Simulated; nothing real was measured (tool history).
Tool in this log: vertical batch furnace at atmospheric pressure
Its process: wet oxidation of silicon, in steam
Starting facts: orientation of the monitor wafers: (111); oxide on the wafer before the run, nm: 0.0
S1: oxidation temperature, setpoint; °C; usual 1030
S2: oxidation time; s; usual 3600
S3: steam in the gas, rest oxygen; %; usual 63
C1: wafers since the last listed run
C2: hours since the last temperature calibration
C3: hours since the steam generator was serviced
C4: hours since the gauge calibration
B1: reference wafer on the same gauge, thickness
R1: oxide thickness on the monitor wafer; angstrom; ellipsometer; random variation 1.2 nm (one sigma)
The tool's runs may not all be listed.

Run 1, hour 0.0: usual settings but S3 57 %; C1 0; C2 3594.7; C3 3316.3; C4 661.8; B1 443.90. Result: R1 4586.7 angstrom.
Run 2, hour 15.2: usual settings but S1 1012 °C; C1 218; C2 3609.9; C3 3331.5; C4 677.0; B1 444.11. Result: R1 4390.2 angstrom.
Run 3, hour 29.4: usual settings but S1 1012 °C; C1 204; C2 3624.1; C3 3345.7; C4 691.2; B1 444.23. Result: R1 4395.1 angstrom.
Run 4, hour 61.0: usual settings; C1 454; C2 3655.7; C3 3377.3; C4 722.8; B1 443.77. Result: R1 4842.1 angstrom.
Run 5, hour 77.4: usual settings; C1 236; C2 3672.1; C3 3393.7; C4 739.2; B1 444.17. Result: R1 4841.8 angstrom.
Run 6, hour 93.0: usual settings but S1 1047 °C, S3 54 %; C1 224; C2 3687.7; C3 3409.3; C4 754.8; B1 443.81. Result: R1 4809.1 angstrom.
Run 7, hour 117.2: usual settings but S1 1047 °C, S3 54 %; C1 348; C2 3711.9; C3 3433.5; C4 779.0; B1 444.00. Result: R1 4823.7 angstrom.
Run 8, hour 136.7: usual settings but S1 1047 °C, S3 54 %; C1 280; C2 3731.4; C3 3453.0; C4 798.5; B1 444.00. Result: R1 4809.5 angstrom.
Run 9, hour 160.5: usual settings but S2 4020 s; C1 342; C2 3755.2; C3 3476.8; C4 822.3; B1 444.07. Result: R1 5187.7 angstrom.
Run 10, hour 188.3: usual settings; C1 400; C2 3783.0; C3 3504.6; C4 850.1; B1 443.91. Result: R1 4827.4 angstrom.
Run 11, hour 214.2: usual settings; C1 372; C2 3808.9; C3 3530.5; C4 876.0; B1 443.94. Result: R1 4842.2 angstrom.
Run 12, hour 228.1: usual settings; C1 200; C2 3822.8; C3 3544.4; C4 889.9; B1 444.12. Result: R1 4872.2 angstrom.
Run 13, hour 256.5: usual settings; C1 408; C2 3851.2; C3 3572.8; C4 918.3; B1 444.25. Result: R1 4843.1 angstrom.
At hour 283.9: gauge calibrated.
Run 14, hour 304.8: usual settings; C1 695; C2 3899.5; C3 3621.1; C4 20.9; B1 443.92. Result: R1 4839.4 angstrom.
Run 15, hour 324.0: usual settings; C1 276; C2 3918.7; C3 3640.3; C4 40.1; B1 443.85. Result: R1 4834.0 angstrom.
Run 16, hour 356.5: usual settings but S1 1045 °C, S3 66 %; C1 467; C2 3951.2; C3 3672.8; C4 72.6; B1 444.41. Result: R1 5333.1 angstrom.
Run 17, hour 371.6: usual settings but S1 1024 °C; C1 217; C2 3966.3; C3 3687.9; C4 87.7; B1 443.88. Result: R1 4694.8 angstrom.
Run 18, hour 384.1: usual settings but S1 1024 °C; C1 179; C2 3978.8; C3 3700.4; C4 100.2; B1 444.40. Result: R1 4694.1 angstrom.
Run 19, hour 470.0: usual settings; C1 1236; C2 4064.7; C3 3786.3; C4 186.1; B1 444.16. Result: R1 4840.7 angstrom.
Run 20, hour 501.7: usual settings; C1 456; C2 4096.4; C3 3818.0; C4 217.8; B1 443.97. Result: R1 4824.8 angstrom.
Run 21, hour 513.9: usual settings but S1 1014 °C, S2 4950 s, S3 67 %; C1 175; C2 4108.6; C3 3830.2; C4 230.0; B1 444.21. Result: R1 5577.3 angstrom.
Run 22, hour 530.0: usual settings but S1 1012 °C, S2 3120 s, S3 58 %; C1 231; C2 4124.7; C3 3846.3; C4 246.1; B1 443.65. Result: R1 3792.2 angstrom.
Run 23, hour 555.1: usual settings but S1 1017 °C, S2 4920 s, S3 72 %; C1 361; C2 4149.8; C3 3871.4; C4 271.2; B1 443.95. Result: R1 5889.7 angstrom.
Run 24, hour 578.1: usual settings; C1 331; C2 4172.8; C3 3894.4; C4 294.2; B1 444.04. Result: R1 4810.7 angstrom.
Run 25, hour 591.3: usual settings but S1 1045 °C, S2 4200 s; C1 190; C2 4186.0; C3 3907.6; C4 307.4; B1 443.82. Result: R1 5690.4 angstrom.
Run 26, hour 609.5: usual settings but S1 1052 °C, S2 2490 s, S3 71 %; C1 262; C2 4204.2; C3 3925.8; C4 325.6; B1 444.03. Result: R1 4627.2 angstrom.
Run 27, hour 643.9: usual settings but S2 4110 s, S3 68 %; C1 495; C2 4238.6; C3 3960.2; C4 360.0; B1 443.74. Result: R1 5453.5 angstrom.
At hour 668.9: steam generator serviced.
Run 28, hour 678.6: usual settings; C1 154; C2 4273.3; C3 9.7; C4 394.7; B1 444.32. Result: R1 5101.1 angstrom.
Run 29, hour 693.9: usual settings but S1 1005 °C, S2 5130 s, S3 68 %; C1 220; C2 4288.6; C3 25.0; C4 410.0; B1 443.82. Result: R1 5819.9 angstrom.
At hour 731.0: thermocouples replaced and temperature profile calibrated.
Run 30, hour 731.5: usual settings; C1 195; C2 0.5; C3 62.6; C4 447.6; B1 444.12. Result: R1 5117.6 angstrom.
Run 31, hour 752.0: usual settings but S2 4380 s, S3 52 %; C1 295; C2 21.0; C3 83.1; C4 468.1; B1 444.13. Result: R1 5126.8 angstrom.
Run 32, hour 784.0: usual settings but S1 1010 °C, S2 5340 s, S3 54 %; C1 460; C2 53.0; C3 115.1; C4 500.1; B1 444.05. Result: R1 5291.4 angstrom.
Run 33, hour 816.0: usual settings; C1 460; C2 85.0; C3 147.1; C4 532.1; B1 443.95. Result: R1 5096.2 angstrom.
Run 34, hour 833.5: usual settings but S1 1006 °C, S2 4470 s, S3 55 %; C1 251; C2 102.5; C3 164.6; C4 549.6; B1 444.04. Result: R1 4708.0 angstrom.
Run 35, hour 845.7: usual settings but S2 1920 s, S3 60 %; C1 175; C2 114.7; C3 176.8; C4 561.8; B1 444.17. Result: R1 3355.7 angstrom.

Estimate the outcome of run 36 from the log above:
Run 36, hour 873.0: usual settings but S2 2310 s, S3 57 %; C1 393; C2 142.0; C3 204.1; C4 589.1; B1 ?. Result: R1 ?.

Run 36 produced B1 443.79, R1 3641.1 angstrom.
On a tool with no hidden condition, and with the same random variation, this run would have come out at R1 3655.4 angstrom.
